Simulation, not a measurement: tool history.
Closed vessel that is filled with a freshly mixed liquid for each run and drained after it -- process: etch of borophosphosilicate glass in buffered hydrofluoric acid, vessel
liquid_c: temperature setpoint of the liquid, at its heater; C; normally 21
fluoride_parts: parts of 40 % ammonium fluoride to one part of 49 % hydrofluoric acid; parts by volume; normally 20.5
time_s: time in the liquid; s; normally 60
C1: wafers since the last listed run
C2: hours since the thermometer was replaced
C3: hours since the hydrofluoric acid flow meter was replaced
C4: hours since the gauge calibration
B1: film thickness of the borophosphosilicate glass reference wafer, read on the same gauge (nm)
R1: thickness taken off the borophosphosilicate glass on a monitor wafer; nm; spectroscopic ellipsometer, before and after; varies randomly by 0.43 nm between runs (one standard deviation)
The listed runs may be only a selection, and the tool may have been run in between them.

Run 1, day 0: usual settings but time_s 85 s; C1 0; C2 526.2; C3 1509.2; C4 1414.1; B1 100.01. Result: R1 105.4 nm.
Run 2, day 2.446: usual settings but time_s 85 s; C1 5823; C2 584.9; C3 1567.9; C4 1472.8; B1 99.98. Result: R1 104.6 nm.
Run 3, day 4.375: usual settings; C1 4593; C2 631.2; C3 1614.2; C4 1519.1; B1 100. Result: R1 73.39 nm.
Run 4, day 6.562: usual settings; C1 5208; C2 683.7; C3 1666.7; C4 1571.6; B1 100.01. Result: R1 74.03 nm.
Run 5, day 8.308: usual settings; C1 4156; C2 725.6; C3 1708.6; C4 1613.5; B1 99.97. Result: R1 73.18 nm.
Run 6, day 9.871: usual settings; C1 3720; C2 763.1; C3 1746.1; C4 1651; B1 99.97. Result: R1 74.14 nm.
Run 7, day 10.983: usual settings; C1 2648; C2 789.8; C3 1772.8; C4 1677.7; B1 99.94. Result: R1 73.52 nm.
Run 8, day 12.054: usual settings; C1 2549; C2 815.5; C3 1798.5; C4 1703.4; B1 99.98. Result: R1 73.84 nm.
Run 9, day 13.179: usual settings but fluoride_parts 24 parts by volume; C1 2678; C2 842.5; C3 1825.5; C4 1730.4; B1 100.01. Result: R1 66.41 nm.
Run 10, day 19.212: usual settings but liquid_c 24.5 C; C1 14365; C2 987.3; C3 1970.3; C4 1875.2; B1 99.99. Result: R1 89.69 nm.
At day 21.708: gauge calibrated.
Run 11, day 22.117: usual settings but fluoride_parts 16 parts by volume, time_s 40 s; C1 6914; C2 1057; C3 2040; C4 9.8; B1 100.02. Result: R1 60.49 nm.
Run 12, day 24.512: usual settings; C1 5704; C2 1114.5; C3 2097.5; C4 67.3; B1 100.02. Result: R1 73.64 nm.
At day 25.417: hydrofluoric acid flow meter replaced.
Run 13, day 26.2: usual settings but liquid_c 17 C, fluoride_parts 15.5 parts by volume, time_s 85 s; C1 3918; C2 1155; C3 18.8; C4 107.8; B1 100.05. Result: R1 120.27 nm.
Run 14, day 27.567: usual settings but fluoride_parts 14 parts by volume; C1 3253; C2 1187.8; C3 51.6; C4 140.6; B1 100.02. Result: R1 115.83 nm.
Run 15, day 28.696: usual settings but liquid_c 17 C, fluoride_parts 15.5 parts by volume, time_s 85 s; C1 2688; C2 1214.9; C3 78.7; C4 167.7; B1 100.01. Result: R1 119.4 nm.
Run 16, day 30.217: usual settings but liquid_c 17 C, time_s 40 s; C1 3621; C2 1251.4; C3 115.2; C4 204.2; B1 100. Result: R1 42.95 nm.
Run 17, day 31.317: usual settings; C1 2619; C2 1277.8; C3 141.6; C4 230.6; B1 99.98. Result: R1 79.99 nm.
Run 18, day 32.567: usual settings but liquid_c 18 C; C1 2976; C2 1307.8; C3 171.6; C4 260.6; B1 100.02. Result: R1 68.68 nm.
Run 19, day 33.821: usual settings but liquid_c 18.5 C, fluoride_parts 27.5 parts by volume, time_s 90 s; C1 2986; C2 1337.9; C3 201.7; C4 290.7; B1 99.99. Result: R1 85.79 nm.
Run 20, day 36.167: usual settings but liquid_c 23 C, fluoride_parts 12.5 parts by volume, time_s 45 s; C1 5585; C2 1394.2; C3 258; C4 347; B1 100.06. Result: R1 107.4 nm.
At day 36.342: thermometer replaced.
Run 21, day 38.567: usual settings but liquid_c 17 C; C1 5615; C2 53.4; C3 315.6; C4 404.6; B1 100.02. Result: R1 60.01 nm.

Run 22 has not been measured yet. What should we expect?
Run 22, day 41.562: usual settings; C1 7132; C2 125.3; C3 387.5; C4 476.5; B1 ?. Result: R1 ?.

B1: 100.04
R1: 75.78 nm
On a tool with no hidden condition, and with the same random variation, this run would have come out at R1 76.17 nm.
